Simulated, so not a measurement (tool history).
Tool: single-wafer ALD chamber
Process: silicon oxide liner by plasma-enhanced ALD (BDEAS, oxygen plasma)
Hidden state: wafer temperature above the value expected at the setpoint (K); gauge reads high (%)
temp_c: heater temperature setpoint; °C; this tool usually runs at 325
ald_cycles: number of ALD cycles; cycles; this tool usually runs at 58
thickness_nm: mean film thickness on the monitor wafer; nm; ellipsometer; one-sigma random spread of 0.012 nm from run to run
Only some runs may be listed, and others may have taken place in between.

run,hour,temp_c,ald_cycles,wafers since the last listed run,hours since the last thermocouple change,hours since the gauge calibration,"read-back reference wafer on the same gauge, thickness_nm",thickness_nm
1,0,317,55,0,1891.1,18.3,4.859,4.581
2,26.1,317,55,179,1917.2,44.4,4.862,4.583
3,45,325,58,130,1936.1,63.3,4.86,4.777
4,77.5,325,58,223,1968.6,95.8,4.861,4.782
5,109.6,325,58,221,2000.7,127.9,4.859,4.774
6,144.1,325,58,237,2035.2,162.4,4.861,4.75
# hour 164.4: thermocouple changed; heater temperature recalibrated
7,179.3,325,58,187,14.9,197.6,4.861,4.772
8,214.6,325,49,243,50.2,232.9,4.858,4.053
9,232,325,58,119,67.6,250.3,4.861,4.779
10,250.3,325,58,126,85.9,268.6,4.866,4.765
11,270.3,325,58,137,105.9,288.6,4.867,4.787
12,286.1,333,51,108,121.7,304.4,4.861,4.148
13,315.2,325,58,200,150.8,333.5,4.854,4.781
14,332.8,338,69,121,168.4,351.1,4.861,5.596
15,354.7,325,55,150,190.3,373,4.859,4.537
# hour 356.4: gauge calibrated
16,373,320,55,126,208.6,16.6,4.855,4.564
17,408,339,62,241,243.6,51.6,4.86,5.019
18,427.1,334,52,131,262.7,70.7,4.86,4.254
19,462.3,325,58,242,297.9,105.9,4.861,4.767
20,497,315,63,239,332.6,140.6,4.864,5.259

Each row is a separate what-if for the run after 20, all from the same tool condition, not one after another. Results?
A,497.5,325,65,3,333.1,141.1,?,?
B,497.5,315,53,3,333.1,141.1,?,?
C,497.5,311,50,3,333.1,141.1,?,?
D,497.5,337,70,3,333.1,141.1,?,?
E,497.5,325,47,3,333.1,141.1,?,?

run,"read-back reference wafer on the same gauge, thickness_nm",thickness_nm
A,4.863,5.376
B,4.863,4.44
C,4.863,4.209
D,4.863,5.701
E,4.863,3.888
With no hidden state in the tool, these same runs would have given:
run,thickness_nm
A,5.376
B,4.44
C,4.209
D,5.701
E,3.888
